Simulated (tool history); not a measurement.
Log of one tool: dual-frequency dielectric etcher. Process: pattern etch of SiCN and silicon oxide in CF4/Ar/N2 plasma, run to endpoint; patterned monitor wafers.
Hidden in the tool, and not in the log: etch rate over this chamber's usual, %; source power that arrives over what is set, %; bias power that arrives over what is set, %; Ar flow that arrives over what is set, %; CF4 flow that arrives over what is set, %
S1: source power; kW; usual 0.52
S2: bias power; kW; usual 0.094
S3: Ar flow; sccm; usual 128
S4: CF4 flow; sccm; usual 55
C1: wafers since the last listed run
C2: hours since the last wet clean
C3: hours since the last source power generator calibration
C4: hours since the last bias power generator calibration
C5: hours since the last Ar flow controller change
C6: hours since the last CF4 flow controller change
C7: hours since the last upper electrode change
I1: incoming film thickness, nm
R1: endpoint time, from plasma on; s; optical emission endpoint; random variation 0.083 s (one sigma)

run	hour	S1	S2	S3	S4	C1	C2	C3	C4	C5	C6	C7	I1	R1
1	0	0.52	0.086	118	55	0	395.9	3855	3221	5546.7	3734.1	1852.1	17.24	17.5
2	10.4	0.52	0.086	118	55	173	406.3	3865.4	3231.4	5557.1	3744.5	1862.5	17.38	17.8
3	17.3	0.52	0.094	128	55	114	413.2	3872.3	3238.3	5564	3751.4	1869.4	17.38	17.6
4	34.8	0.52	0.094	128	55	291	430.7	3889.8	3255.8	5581.5	3768.9	1886.9	17.58	17.6
5	46.1	0.52	0.094	128	55	188	442	3901.1	3267.1	5592.8	3780.2	1898.2	17.27	17.4
6	54.8	0.44	0.094	128	50	144	450.7	3909.8	3275.8	5601.5	3788.9	1906.9	17.48	20.6
7	69.8	0.52	0.094	128	55	249	465.7	3924.8	3290.8	5616.5	3803.9	1921.9	17.3	17.3
8	80	0.52	0.094	128	55	169	475.9	3935	3301	5626.7	3814.1	1932.1	17.45	17.4
9	97.8	0.52	0.104	128	63	296	493.7	3952.8	3318.8	5644.5	3831.9	1949.9	17.24	16.2
# hour 108.1: bias power generator calibrated
10	111	0.52	0.094	114	55	153	506.9	3966	2.9	5657.7	3845.1	1963.1	17.5	17.2
# hour 119.2: CF4 flow controller replaced
# hour 144.5: Ar flow controller replaced
# hour 145.2: source power generator calibrated
# hour 147.4: upper electrode replaced
11	147.9	0.52	0.094	128	43	366	543.8	2.7	39.8	3.4	28.7	0.5	17.33	18.2
12	148.3	0.52	0.094	128	67	6	544.2	3.1	40.2	3.8	29.1	0.9	17.56	16.9
# hour 191.1: wet clean of the chamber
13	191.6	0.52	0.094	128	55	321	0.5	46.4	83.5	47.1	72.4	44.2	17.45	18.3
14	198.9	0.4	0.094	148	42	121	7.8	53.7	90.8	54.4	79.7	51.5	17.56	24.2
15	214.4	0.52	0.094	128	50	258	23.3	69.2	106.3	69.9	95.2	67	17.47	18.6
16	226.2	0.52	0.116	149	47	196	35.1	81	118.1	81.7	107	78.8	17.54	17.9
17	235.1	0.59	0.108	128	55	148	44	89.9	127	90.6	115.9	87.7	17.24	15.4
18	246.1	0.52	0.094	128	55	183	55	100.9	138	101.6	126.9	98.7	17.38	18.2

Forecast each of these 3 alternatives for the next run:
A	246.5	0.52	0.116	128	55	6	55.4	101.3	138.4	102	127.3	99.1	17.25	?
B	246.5	0.65	0.082	143	59	6	55.4	101.3	138.4	102	127.3	99.1	17.25	?
C	246.5	0.52	0.094	128	48	6	55.4	101.3	138.4	102	127.3	99.1	17.25	?

run	R1
A	16.7
B	15.7
C	18.4
Without the tool's hidden state the same runs would have given:
run	R1
A	16.7
B	15.7
C	18.5
